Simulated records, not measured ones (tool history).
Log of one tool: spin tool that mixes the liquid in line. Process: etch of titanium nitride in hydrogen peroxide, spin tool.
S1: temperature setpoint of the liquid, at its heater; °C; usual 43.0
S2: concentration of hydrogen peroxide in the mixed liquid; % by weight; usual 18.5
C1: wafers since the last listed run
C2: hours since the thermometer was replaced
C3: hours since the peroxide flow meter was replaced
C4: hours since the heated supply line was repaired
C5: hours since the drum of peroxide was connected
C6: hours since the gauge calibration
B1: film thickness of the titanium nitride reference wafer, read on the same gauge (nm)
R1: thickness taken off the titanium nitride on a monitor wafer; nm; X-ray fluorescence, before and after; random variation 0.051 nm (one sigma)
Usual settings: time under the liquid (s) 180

{"run": 1, "hour": 0.0, "S1": 43.0, "S2": 18.5, "time under the liquid (s)": 180, "C1": 0, "C2": 1015.5, "C3": 497.9, "C4": 4090.2, "C5": 307.1, "C6": 201.8, "B1": 107.54, "R1": 5.7}
{"run": 2, "hour": 28.1, "S1": 43.0, "S2": 18.5, "time under the liquid (s)": 180, "C1": 171, "C2": 1043.6, "C3": 526.0, "C4": 4118.3, "C5": 335.2, "C6": 229.9, "B1": 107.3, "R1": 5.59}
{"run": 3, "hour": 72.0, "S1": 43.0, "S2": 18.5, "time under the liquid (s)": 180, "C1": 267, "C2": 1087.5, "C3": 569.9, "C4": 4162.2, "C5": 379.1, "C6": 273.8, "B1": 107.11, "R1": 5.59}
{"run": 4, "hour": 121.0, "S1": 43.0, "S2": 18.5, "time under the liquid (s)": 180, "C1": 298, "C2": 1136.5, "C3": 618.9, "C4": 4211.2, "C5": 428.1, "C6": 322.8, "B1": 106.86, "R1": 5.55}
{"run": 5, "hour": 188.3, "S1": 43.0, "S2": 20.0, "time under the liquid (s)": 180, "C1": 410, "C2": 1203.8, "C3": 686.2, "C4": 4278.5, "C5": 495.4, "C6": 390.1, "B1": 106.55, "R1": 5.61}
{"run": 6, "hour": 224.0, "S1": 43.0, "S2": 20.0, "time under the liquid (s)": 180, "C1": 217, "C2": 1239.5, "C3": 721.9, "C4": 4314.2, "C5": 531.1, "C6": 425.8, "B1": 106.41, "R1": 5.7}
{"hour": 229.7, "done": "new drum of peroxide connected"}
{"run": 7, "hour": 249.6, "S1": 43.0, "S2": 20.0, "time under the liquid (s)": 180, "C1": 150, "C2": 1265.1, "C3": 747.5, "C4": 4339.8, "C5": 19.9, "C6": 451.4, "B1": 106.34, "R1": 5.64}
{"hour": 254.7, "done": "heated supply line repaired"}
{"run": 8, "hour": 316.7, "S1": 43.0, "S2": 18.5, "time under the liquid (s)": 180, "C1": 403, "C2": 1332.2, "C3": 814.6, "C4": 62.0, "C5": 87.0, "C6": 518.5, "B1": 106.18, "R1": 5.48}
{"run": 9, "hour": 349.6, "S1": 43.0, "S2": 18.5, "time under the liquid (s)": 180, "C1": 200, "C2": 1365.1, "C3": 847.5, "C4": 94.9, "C5": 119.9, "C6": 551.4, "B1": 106.09, "R1": 5.56}
{"run": 10, "hour": 412.4, "S1": 43.0, "S2": 18.5, "time under the liquid (s)": 180, "C1": 383, "C2": 1427.9, "C3": 910.3, "C4": 157.7, "C5": 182.7, "C6": 614.2, "B1": 105.98, "R1": 5.53}
{"hour": 455.4, "done": "peroxide flow meter replaced"}
{"run": 11, "hour": 462.3, "S1": 49.0, "S2": 21.5, "time under the liquid (s)": 245, "C1": 298, "C2": 1477.8, "C3": 6.9, "C4": 207.6, "C5": 232.6, "C6": 664.1, "B1": 105.89, "R1": 12.08}
{"run": 12, "hour": 505.2, "S1": 39.0, "S2": 21.5, "time under the liquid (s)": 140, "C1": 261, "C2": 1520.7, "C3": 49.8, "C4": 250.5, "C5": 275.5, "C6": 707.0, "B1": 105.83, "R1": 3.3}
{"run": 13, "hour": 549.1, "S1": 43.0, "S2": 18.5, "time under the liquid (s)": 180, "C1": 267, "C2": 1564.6, "C3": 93.7, "C4": 294.4, "C5": 319.4, "C6": 750.9, "B1": 105.77, "R1": 5.52}
{"run": 14, "hour": 600.3, "S1": 43.0, "S2": 18.5, "time under the liquid (s)": 180, "C1": 312, "C2": 1615.8, "C3": 144.9, "C4": 345.6, "C5": 370.6, "C6": 802.1, "B1": 105.69, "R1": 5.49}
{"run": 15, "hour": 672.0, "S1": 40.5, "S2": 21.0, "time under the liquid (s)": 100, "C1": 437, "C2": 1687.5, "C3": 216.6, "C4": 417.3, "C5": 442.3, "C6": 873.8, "B1": 105.68, "R1": 2.59}
{"run": 16, "hour": 704.3, "S1": 38.5, "S2": 18.5, "time under the liquid (s)": 180, "C1": 197, "C2": 1719.8, "C3": 248.9, "C4": 449.6, "C5": 474.6, "C6": 906.1, "B1": 105.64, "R1": 3.94}
{"hour": 712.2, "done": "gauge calibrated"}
{"hour": 739.5, "done": "thermometer replaced"}
{"run": 17, "hour": 740.0, "S1": 43.0, "S2": 18.5, "time under the liquid (s)": 180, "C1": 211, "C2": 0.5, "C3": 284.6, "C4": 485.3, "C5": 510.3, "C6": 27.8, "B1": 109.8, "R1": 5.74}
{"run": 18, "hour": 782.4, "S1": 43.0, "S2": 13.0, "time under the liquid (s)": 180, "C1": 258, "C2": 42.9, "C3": 327.0, "C4": 527.7, "C5": 552.7, "C6": 70.2, "B1": 109.32, "R1": 5.28}
{"run": 19, "hour": 833.9, "S1": 43.0, "S2": 18.5, "time under the liquid (s)": 280, "C1": 314, "C2": 94.4, "C3": 378.5, "C4": 579.2, "C5": 604.2, "C6": 121.7, "B1": 108.78, "R1": 8.92}
{"run": 20, "hour": 894.1, "S1": 34.5, "S2": 18.5, "time under the liquid (s)": 180, "C1": 367, "C2": 154.6, "C3": 438.7, "C4": 639.4, "C5": 664.4, "C6": 181.9, "B1": 108.29, "R1": 2.93}
{"hour": 901.9, "done": "new drum of peroxide connected"}
{"run": 21, "hour": 954.1, "S1": 39.0, "S2": 18.5, "time under the liquid (s)": 70, "C1": 359, "C2": 214.6, "C3": 498.7, "C4": 699.4, "C5": 52.2, "C6": 241.9, "B1": 107.89, "R1": 1.65}
{"run": 22, "hour": 1011.8, "S1": 43.0, "S2": 18.5, "time under the liquid (s)": 180, "C1": 351, "C2": 272.3, "C3": 556.4, "C4": 757.1, "C5": 109.9, "C6": 299.6, "B1": 107.55, "R1": 5.71}
{"run": 23, "hour": 1044.9, "S1": 43.0, "S2": 18.5, "time under the liquid (s)": 85, "C1": 201, "C2": 305.4, "C3": 589.5, "C4": 790.2, "C5": 143.0, "C6": 332.7, "B1": 107.42, "R1": 2.67}
{"run": 24, "hour": 1081.8, "S1": 39.5, "S2": 18.5, "time under the liquid (s)": 95, "C1": 225, "C2": 342.3, "C3": 626.4, "C4": 827.1, "C5": 179.9, "C6": 369.6, "B1": 107.27, "R1": 2.27}
{"run": 25, "hour": 1124.1, "S1": 47.5, "S2": 18.5, "time under the liquid (s)": 230, "C1": 258, "C2": 384.6, "C3": 668.7, "C4": 869.4, "C5": 222.2, "C6": 411.9, "B1": 107.1, "R1": 10.01}

Forecast each of these 4 alternatives for the next run:
{"run": "A", "hour": 1124.6, "S1": 43.0, "S2": 18.5, "time under the liquid (s)": 180, "C1": 3, "C2": 385.1, "C3": 669.2, "C4": 869.9, "C5": 222.7, "C6": 412.4, "B1": "?", "R1": "?"}
{"run": "B", "hour": 1124.6, "S1": 37.5, "S2": 22.5, "time under the liquid (s)": 215, "C1": 3, "C2": 385.1, "C3": 669.2, "C4": 869.9, "C5": 222.7, "C6": 412.4, "B1": "?", "R1": "?"}
{"run": "C", "hour": 1124.6, "S1": 39.0, "S2": 24.0, "time under the liquid (s)": 180, "C1": 3, "C2": 385.1, "C3": 669.2, "C4": 869.9, "C5": 222.7, "C6": 412.4, "B1": "?", "R1": "?"}
{"run": "D", "hour": 1124.6, "S1": 48.0, "S2": 18.5, "time under the liquid (s)": 180, "C1": 3, "C2": 385.1, "C3": 669.2, "C4": 869.9, "C5": 222.7, "C6": 412.4, "B1": "?", "R1": "?"}

run=A B1=107.10 R1=5.62
run=B B1=107.10 R1=4.59
run=C B1=107.10 R1=4.38
run=D B1=107.10 R1=8.15
Without the tool's hidden state the same runs would have given:
run=A R1=5.77
run=B R1=4.71
run=C R1=4.50
run=D R1=8.37
